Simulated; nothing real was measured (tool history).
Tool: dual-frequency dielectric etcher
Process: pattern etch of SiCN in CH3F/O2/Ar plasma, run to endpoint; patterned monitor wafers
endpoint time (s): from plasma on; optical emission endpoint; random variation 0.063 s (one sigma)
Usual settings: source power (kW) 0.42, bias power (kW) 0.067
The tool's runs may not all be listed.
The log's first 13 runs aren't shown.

run,hour,source power (kW),bias power (kW),wafers since the last listed run,hours since the last wet clean,hours since the last source power generator calibration,hours since the last bias power generator calibration,hours since the last upper electrode change,"incoming incoming film thickness, nm",endpoint time (s)
14,926.2,0.37,0.067,1036,251.7,2690.5,141.9,4234.8,6.84,17.9
15,996.3,0.46,0.054,876,321.8,2760.6,212,4304.9,6.77,17.9
# hour 1105.1: upper electrode replaced
16,1105.6,0.42,0.075,1066,431.1,2869.9,321.3,0.5,6.79,16.1
# hour 1128.5: source power generator calibrated
17,1141.9,0.48,0.053,403,467.4,13.4,357.6,36.8,6.81,18.1
18,1184.2,0.42,0.067,528,509.7,55.7,399.9,79.1,6.86,17.5
# hour 1239.5: wet clean of the chamber
19,1247.7,0.45,0.073,493,8.2,119.2,463.4,142.6,6.76,16
20,1304.4,0.33,0.067,709,64.9,175.9,520.1,199.3,6.79,19.1
21,1343.6,0.35,0.072,490,104.1,215.1,559.3,238.5,6.77,17.9
22,1422.7,0.38,0.077,989,183.2,294.2,638.4,317.6,6.77,16.8
23,1493.5,0.48,0.072,885,254,365,709.2,388.4,6.83,15.9
24,1652.4,0.51,0.067,1987,412.9,523.9,868.1,547.3,6.74,15.6
25,1737.2,0.42,0.067,1060,497.7,608.7,952.9,632.1,6.82,17.2
# hour 1797.9: wet clean of the chamber
26,1798.4,0.42,0.067,465,0.5,669.9,1014.1,693.3,6.79,17.1
27,1844.3,0.32,0.054,573,46.4,715.8,1060,739.2,6.84,21.3
28,1941.1,0.42,0.067,1210,143.2,812.6,1156.8,836,6.85,17.2
29,2037.2,0.42,0.067,1201,239.3,908.7,1252.9,932.1,6.82,17.3
30,2125,0.35,0.067,1097,327.1,996.5,1340.7,1019.9,6.89,18.7
31,2181.3,0.42,0.067,704,383.4,1052.8,1397,1076.2,6.8,17.1
32,2306.5,0.42,0.051,1565,508.6,1178,1522.2,1201.4,6.83,19.3
# hour 2364.5: wet clean of the chamber
33,2400.3,0.42,0.071,872,35.8,1271.8,1616,1295.2,6.81,16.7
34,2447.1,0.51,0.057,585,82.6,1318.6,1662.8,1342,6.75,16.7
35,2507.6,0.42,0.067,756,143.1,1379.1,1723.3,1402.5,6.8,17.2

Forecast each of these 4 alternatives for the next run:
A,2508,0.42,0.076,5,143.5,1379.5,1723.7,1402.9,6.82,?
B,2508,0.35,0.054,5,143.5,1379.5,1723.7,1402.9,6.82,?
C,2508,0.49,0.082,5,143.5,1379.5,1723.7,1402.9,6.82,?
D,2508,0.47,0.08,5,143.5,1379.5,1723.7,1402.9,6.82,?

run,endpoint time (s)
A,16.1
B,20.3
C,14.6
D,15.1
Without the tool's hidden state the same runs would have given:
run,endpoint time (s)
A,16.4
B,20.6
C,14.9
D,15.3

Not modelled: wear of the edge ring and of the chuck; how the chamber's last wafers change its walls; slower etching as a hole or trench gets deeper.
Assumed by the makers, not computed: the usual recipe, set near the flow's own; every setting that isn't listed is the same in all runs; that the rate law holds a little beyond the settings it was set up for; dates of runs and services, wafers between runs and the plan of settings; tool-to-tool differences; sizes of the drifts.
